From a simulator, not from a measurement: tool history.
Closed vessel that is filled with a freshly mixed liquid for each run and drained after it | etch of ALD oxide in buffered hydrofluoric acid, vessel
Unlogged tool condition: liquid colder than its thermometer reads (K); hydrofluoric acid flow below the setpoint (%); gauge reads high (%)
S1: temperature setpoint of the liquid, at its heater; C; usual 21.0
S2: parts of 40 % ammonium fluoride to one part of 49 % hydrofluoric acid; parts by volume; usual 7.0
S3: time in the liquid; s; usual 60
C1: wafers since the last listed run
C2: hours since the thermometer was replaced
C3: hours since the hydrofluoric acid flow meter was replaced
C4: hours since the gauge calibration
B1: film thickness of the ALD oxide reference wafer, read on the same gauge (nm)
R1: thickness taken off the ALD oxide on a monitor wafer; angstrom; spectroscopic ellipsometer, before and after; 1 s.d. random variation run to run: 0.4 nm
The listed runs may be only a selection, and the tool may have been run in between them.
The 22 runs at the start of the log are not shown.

Run 23, hour 317.1: usual settings but S3 45 s; C1 556; C2 76.5; C3 117.4; C4 48.0; B1 79.99. Result: R1 941.1 angstrom.
Run 24, hour 330.9: usual settings but S1 18.0 C, S2 9.5 parts by volume; C1 948; C2 90.3; C3 131.2; C4 61.8; B1 80.05. Result: R1 784.1 angstrom.
Run 25, hour 346.4: usual settings; C1 1064; C2 105.8; C3 146.7; C4 77.3; B1 79.95. Result: R1 1254.3 angstrom.
Run 26, hour 364.0: usual settings; C1 1209; C2 123.4; C3 164.3; C4 94.9; B1 80.01. Result: R1 1256.0 angstrom.
Run 27, hour 373.6: usual settings but S2 8.5 parts by volume, S3 70 s; C1 659; C2 133.0; C3 173.9; C4 104.5; B1 79.95. Result: R1 1196.3 angstrom.
Run 28, hour 388.7: usual settings but S1 23.5 C, S2 8.5 parts by volume, S3 40 s; C1 1037; C2 148.1; C3 189.0; C4 119.6; B1 79.99. Result: R1 780.5 angstrom.
Run 29, hour 399.3: usual settings but S1 24.5 C, S2 9.0 parts by volume, S3 70 s; C1 728; C2 158.7; C3 199.6; C4 130.2; B1 79.99. Result: R1 1360.0 angstrom.
Run 30, hour 406.5: usual settings but S1 18.0 C; C1 494; C2 165.9; C3 206.8; C4 137.4; B1 80.02. Result: R1 1062.0 angstrom.
Run 31, hour 415.1: usual settings but S1 23.5 C, S2 5.0 parts by volume; C1 590; C2 174.5; C3 215.4; C4 146.0; B1 80.02. Result: R1 1925.8 angstrom.
Run 32, hour 426.8: usual settings; C1 803; C2 186.2; C3 227.1; C4 157.7; B1 80.01. Result: R1 1267.4 angstrom.
Run 33, hour 436.7: usual settings but S3 85 s; C1 680; C2 196.1; C3 237.0; C4 167.6; B1 80.00. Result: R1 1777.3 angstrom.
Run 34, hour 488.5: usual settings; C1 3558; C2 247.9; C3 288.8; C4 219.4; B1 80.04. Result: R1 1256.8 angstrom.

Predict each of these 4 candidate next runs independently; none follows another, all start after run 34:
Run A, hour 489.2: usual settings but S1 19.5 C; C1 48; C2 248.6; C3 289.5; C4 220.1; B1 ?. Result: R1 ?.
Run B, hour 489.2: usual settings but S1 24.5 C; C1 48; C2 248.6; C3 289.5; C4 220.1; B1 ?. Result: R1 ?.
Run C, hour 489.2: usual settings but S1 24.0 C, S2 9.0 parts by volume; C1 48; C2 248.6; C3 289.5; C4 220.1; B1 ?. Result: R1 ?.
Run D, hour 489.2: usual settings but S2 5.5 parts by volume, S3 35 s; C1 48; C2 248.6; C3 289.5; C4 220.1; B1 ?. Result: R1 ?.

run     B1      R1
  A  80.04  1155.8
  B  80.04  1523.1
  C  80.04  1129.3
  D  80.04   902.1
Without the tool's unlogged condition, the same runs would have read:
run      R1
  A  1155.8
  B  1523.1
  C  1129.3
  D   902.1

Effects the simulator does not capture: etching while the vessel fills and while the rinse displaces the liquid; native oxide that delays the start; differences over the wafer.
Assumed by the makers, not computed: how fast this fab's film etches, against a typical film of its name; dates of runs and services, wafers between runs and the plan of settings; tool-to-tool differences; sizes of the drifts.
